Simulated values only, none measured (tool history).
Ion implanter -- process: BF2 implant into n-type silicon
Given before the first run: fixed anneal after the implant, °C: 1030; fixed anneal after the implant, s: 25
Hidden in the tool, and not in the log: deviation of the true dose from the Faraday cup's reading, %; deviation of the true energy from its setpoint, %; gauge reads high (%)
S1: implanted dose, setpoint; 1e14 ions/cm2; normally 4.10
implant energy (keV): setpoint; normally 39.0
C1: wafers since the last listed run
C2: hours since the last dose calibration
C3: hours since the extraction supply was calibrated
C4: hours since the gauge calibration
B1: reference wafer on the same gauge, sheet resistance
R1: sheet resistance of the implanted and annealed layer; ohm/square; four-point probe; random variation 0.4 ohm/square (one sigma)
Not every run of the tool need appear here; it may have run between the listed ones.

Run 1, day 0.000: usual settings; C1 0; C2 1792.5; C3 3484.0; C4 7.0; B1 216.93. Result: R1 254.06 ohm/square.
Run 2, day 0.721: usual settings; C1 323; C2 1809.8; C3 3501.3; C4 24.3; B1 217.15. Result: R1 254.35 ohm/square.
Run 3, day 1.317: usual settings; C1 267; C2 1824.1; C3 3515.6; C4 38.6; B1 217.09. Result: R1 253.72 ohm/square.
Run 4, day 1.850: usual settings; C1 239; C2 1836.9; C3 3528.4; C4 51.4; B1 217.04. Result: R1 253.77 ohm/square.
Run 5, day 2.504: usual settings; C1 293; C2 1852.6; C3 3544.1; C4 67.1; B1 217.13. Result: R1 253.89 ohm/square.
Run 6, day 3.129: usual settings; C1 280; C2 1867.6; C3 3559.1; C4 82.1; B1 216.95. Result: R1 253.50 ohm/square.
Run 7, day 3.517: usual settings but implant energy (keV) 33.0; C1 174; C2 1876.9; C3 3568.4; C4 91.4; B1 217.18. Result: R1 257.55 ohm/square.
Run 8, day 3.942: usual settings; C1 190; C2 1887.1; C3 3578.6; C4 101.6; B1 216.91. Result: R1 252.95 ohm/square.
Run 9, day 4.596: usual settings; C1 293; C2 1902.8; C3 3594.3; C4 117.3; B1 216.88. Result: R1 253.06 ohm/square.
At day 5.142: gauge calibrated.
At day 5.179: Faraday cup replaced and dose calibrated.
Run 10, day 5.200: usual settings; C1 121; C2 0.5; C3 3608.8; C4 1.4; B1 216.96. Result: R1 265.30 ohm/square.
Run 11, day 5.279: usual settings but S1 4.69 1e14 ions/cm2, implant energy (keV) 35.0; C1 35; C2 2.4; C3 3610.7; C4 3.3; B1 217.12. Result: R1 238.30 ohm/square.
Run 12, day 5.829: usual settings; C1 247; C2 15.6; C3 3623.9; C4 16.5; B1 217.00. Result: R1 264.92 ohm/square.
At day 6.300: extraction supply calibrated.
Run 13, day 6.396: usual settings but S1 3.51 1e14 ions/cm2, implant energy (keV) 43.5; C1 104; C2 29.2; C3 2.3; C4 30.1; B1 217.20. Result: R1 299.07 ohm/square.
Run 14, day 6.842: usual settings but S1 5.28 1e14 ions/cm2, implant energy (keV) 30.0; C1 200; C2 39.9; C3 13.0; C4 40.8; B1 216.85. Result: R1 218.17 ohm/square.
Run 15, day 7.329: usual settings but S1 4.62 1e14 ions/cm2, implant energy (keV) 43.5; C1 219; C2 51.6; C3 24.7; C4 52.5; B1 216.86. Result: R1 237.31 ohm/square.
Run 16, day 7.871: usual settings; C1 243; C2 64.6; C3 37.7; C4 65.5; B1 216.79. Result: R1 264.78 ohm/square.
Run 17, day 8.471: usual settings but S1 4.71 1e14 ions/cm2, implant energy (keV) 43.0; C1 269; C2 79.0; C3 52.1; C4 79.9; B1 217.07. Result: R1 233.48 ohm/square.
Run 18, day 9.000: usual settings but S1 2.89 1e14 ions/cm2, implant energy (keV) 34.5; C1 237; C2 91.7; C3 64.8; C4 92.6; B1 217.01. Result: R1 359.73 ohm/square.
Run 19, day 9.375: usual settings but S1 3.47 1e14 ions/cm2, implant energy (keV) 35.0; C1 168; C2 100.7; C3 73.8; C4 101.6; B1 217.12. Result: R1 307.97 ohm/square.
Run 20, day 9.717: usual settings; C1 153; C2 108.9; C3 82.0; C4 109.8; B1 217.08. Result: R1 264.78 ohm/square.
At day 10.004: gauge calibrated.
Run 21, day 10.212: usual settings but implant energy (keV) 32.5; C1 222; C2 120.8; C3 93.9; C4 5.0; B1 217.06. Result: R1 269.60 ohm/square.

Alternative continuations, all from the tool just after run 21; predict every row:
Run A, day 10.229: usual settings; C1 7; C2 121.2; C3 94.3; C4 5.4; B1 ?. Result: R1 ?.
Run B, day 10.229: usual settings but S1 3.37 1e14 ions/cm2, implant energy (keV) 52.0; C1 7; C2 121.2; C3 94.3; C4 5.4; B1 ?. Result: R1 ?.
Run C, day 10.229: usual settings but S1 4.67 1e14 ions/cm2, implant energy (keV) 43.0; C1 7; C2 121.2; C3 94.3; C4 5.4; B1 ?. Result: R1 ?.
Run D, day 10.229: usual settings but implant energy (keV) 32.0; C1 7; C2 121.2; C3 94.3; C4 5.4; B1 ?. Result: R1 ?.

run      B1      R1
  A  216.96  264.25
  B  216.96  302.68
  C  216.96  234.61
  D  216.96  268.87
Without the tool's hidden state the same runs would have given:
run      R1
  A  263.73
  B  302.11
  C  234.15
  D  268.34
